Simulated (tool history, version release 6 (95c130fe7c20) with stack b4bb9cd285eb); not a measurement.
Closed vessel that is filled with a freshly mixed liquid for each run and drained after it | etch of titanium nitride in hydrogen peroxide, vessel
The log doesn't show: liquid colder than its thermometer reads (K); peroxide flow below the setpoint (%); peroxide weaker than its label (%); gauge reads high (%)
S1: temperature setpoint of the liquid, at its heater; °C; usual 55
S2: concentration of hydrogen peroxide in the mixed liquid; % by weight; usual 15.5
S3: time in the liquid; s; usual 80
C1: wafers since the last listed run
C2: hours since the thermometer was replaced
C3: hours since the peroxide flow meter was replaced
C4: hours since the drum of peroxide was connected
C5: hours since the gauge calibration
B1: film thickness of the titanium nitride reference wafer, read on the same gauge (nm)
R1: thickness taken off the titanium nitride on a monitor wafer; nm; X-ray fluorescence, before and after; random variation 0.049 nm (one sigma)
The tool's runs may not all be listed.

{"run": 1, "day": 0.0, "S1": 55, "S2": 12, "S3": 105, "C1": 0, "C2": 1225.4, "C3": 24.5, "C4": 223.1, "C5": 439.2, "B1": 120.01, "R1": 7.5}
{"run": 2, "day": 2.446, "S1": 55, "S2": 15.5, "S3": 100, "C1": 7198, "C2": 1284.1, "C3": 83.2, "C4": 281.8, "C5": 497.9, "B1": 120.02, "R1": 7.38}
{"run": 3, "day": 5.0, "S1": 55, "S2": 15.5, "S3": 100, "C1": 7517, "C2": 1345.4, "C3": 144.5, "C4": 343.1, "C5": 559.2, "B1": 120.01, "R1": 7.54}
{"run": 4, "day": 8.292, "S1": 55, "S2": 15.5, "S3": 80, "C1": 9687, "C2": 1424.4, "C3": 223.5, "C4": 422.1, "C5": 638.2, "B1": 120, "R1": 6}
{"run": 5, "day": 11.842, "S1": 55, "S2": 15.5, "S3": 80, "C1": 10447, "C2": 1509.6, "C3": 308.7, "C4": 507.3, "C5": 723.4, "B1": 120, "R1": 6.04}
{"run": 6, "day": 13.958, "S1": 55, "S2": 15.5, "S3": 80, "C1": 6229, "C2": 1560.4, "C3": 359.5, "C4": 558.1, "C5": 774.2, "B1": 119.97, "R1": 6}
{"run": 7, "day": 17.096, "S1": 55, "S2": 15.5, "S3": 80, "C1": 9233, "C2": 1635.7, "C3": 434.8, "C4": 633.4, "C5": 849.5, "B1": 119.98, "R1": 6.06}
{"run": 8, "day": 19.238, "S1": 55, "S2": 15.5, "S3": 80, "C1": 6303, "C2": 1687.1, "C3": 486.2, "C4": 684.8, "C5": 900.9, "B1": 119.98, "R1": 5.96}
{"run": 9, "day": 22.479, "S1": 55, "S2": 15.5, "S3": 40, "C1": 9540, "C2": 1764.9, "C3": 564, "C4": 762.6, "C5": 978.7, "B1": 120.01, "R1": 3.04}
{"run": 10, "day": 25.196, "S1": 55, "S2": 15.5, "S3": 40, "C1": 7995, "C2": 1830.1, "C3": 629.2, "C4": 827.8, "C5": 1043.9, "B1": 120.01, "R1": 3.03}
{"run": 11, "day": 26.742, "S1": 55, "S2": 15.5, "S3": 40, "C1": 4549, "C2": 1867.2, "C3": 666.3, "C4": 864.9, "C5": 1081, "B1": 119.96, "R1": 2.97}
{"day": 28.179, "done": "thermometer replaced"}
{"run": 12, "day": 30.583, "S1": 55, "S2": 15.5, "S3": 80, "C1": 11183, "C2": 57.7, "C3": 758.5, "C4": 957.1, "C5": 1173.2, "B1": 120, "R1": 6.07}
{"day": 32.788, "done": "gauge calibrated"}
{"run": 13, "day": 33.95, "S1": 55, "S2": 15.5, "S3": 80, "C1": 9908, "C2": 138.5, "C3": 839.3, "C4": 1037.9, "C5": 27.9, "B1": 120.02, "R1": 6}
{"run": 14, "day": 37.142, "S1": 62.5, "S2": 14, "S3": 55, "C1": 9393, "C2": 215.1, "C3": 915.9, "C4": 1114.5, "C5": 104.5, "B1": 120.02, "R1": 6.79}
{"run": 15, "day": 41.275, "S1": 60.5, "S2": 17.5, "S3": 80, "C1": 12164, "C2": 314.3, "C3": 1015.1, "C4": 1213.7, "C5": 203.7, "B1": 120.01, "R1": 9}
{"run": 16, "day": 44.983, "S1": 55, "S2": 15.5, "S3": 55, "C1": 10913, "C2": 403.3, "C3": 1104.1, "C4": 1302.7, "C5": 292.7, "B1": 120.01, "R1": 4.17}
{"day": 46.025, "done": "peroxide flow meter replaced"}
{"day": 46.288, "done": "new drum of peroxide connected"}
{"run": 17, "day": 46.575, "S1": 55, "S2": 15.5, "S3": 80, "C1": 4439, "C2": 441.5, "C3": 13.2, "C4": 6.9, "C5": 330.9, "B1": 120.03, "R1": 6.09}
{"run": 18, "day": 48.554, "S1": 55, "S2": 15.5, "S3": 110, "C1": 5824, "C2": 489, "C3": 60.7, "C4": 54.4, "C5": 378.4, "B1": 120.02, "R1": 8.22}
{"run": 19, "day": 52.708, "S1": 60, "S2": 15.5, "S3": 40, "C1": 12226, "C2": 588.7, "C3": 160.4, "C4": 154.1, "C5": 478.1, "B1": 119.98, "R1": 4.22}
{"run": 20, "day": 57.196, "S1": 49, "S2": 12, "S3": 125, "C1": 13207, "C2": 696.4, "C3": 268.1, "C4": 261.8, "C5": 585.8, "B1": 120, "R1": 5.8}
{"run": 21, "day": 59.992, "S1": 60, "S2": 15.5, "S3": 40, "C1": 8228, "C2": 763.5, "C3": 335.2, "C4": 328.9, "C5": 652.9, "B1": 120.01, "R1": 4.32}
{"run": 22, "day": 62.1, "S1": 52.5, "S2": 12, "S3": 80, "C1": 6205, "C2": 814.1, "C3": 385.8, "C4": 379.5, "C5": 703.5, "B1": 119.98, "R1": 4.77}
{"run": 23, "day": 65.275, "S1": 64, "S2": 15.5, "S3": 80, "C1": 9344, "C2": 890.3, "C3": 462, "C4": 455.7, "C5": 779.7, "B1": 119.99, "R1": 10.95}
{"run": 24, "day": 68.625, "S1": 64.5, "S2": 18.5, "S3": 115, "C1": 9859, "C2": 970.7, "C3": 542.4, "C4": 536.1, "C5": 860.1, "B1": 119.97, "R1": 17.08}
{"run": 25, "day": 72.3, "S1": 55, "S2": 15.5, "S3": 80, "C1": 10815, "C2": 1058.9, "C3": 630.6, "C4": 624.3, "C5": 948.3, "B1": 120, "R1": 6.13}
{"run": 26, "day": 75.633, "S1": 57.5, "S2": 12.5, "S3": 45, "C1": 9810, "C2": 1138.9, "C3": 710.6, "C4": 704.3, "C5": 1028.3, "B1": 119.97, "R1": 3.79}
{"run": 27, "day": 80.017, "S1": 60, "S2": 14.5, "S3": 80, "C1": 12900, "C2": 1244.1, "C3": 815.8, "C4": 809.5, "C5": 1133.5, "B1": 119.99, "R1": 8.38}

Forecast each of these 3 alternatives for the next run:
{"run": "A", "day": 80.046, "S1": 50, "S2": 15.5, "S3": 80, "C1": 85, "C2": 1244.8, "C3": 816.5, "C4": 810.2, "C5": 1134.2, "B1": "?", "R1": "?"}
{"run": "B", "day": 80.046, "S1": 55, "S2": 17, "S3": 80, "C1": 85, "C2": 1244.8, "C3": 816.5, "C4": 810.2, "C5": 1134.2, "B1": "?", "R1": "?"}
{"run": "C", "day": 80.046, "S1": 64, "S2": 12.5, "S3": 45, "C1": 85, "C2": 1244.8, "C3": 816.5, "C4": 810.2, "C5": 1134.2, "B1": "?", "R1": "?"}

run=A B1=120.01 R1=4.21
run=B B1=120.01 R1=6.13
run=C B1=120.01 R1=5.97
Without the tool's hidden state the same runs would have given:
run=A R1=4.21
run=B R1=6.13
run=C R1=5.97
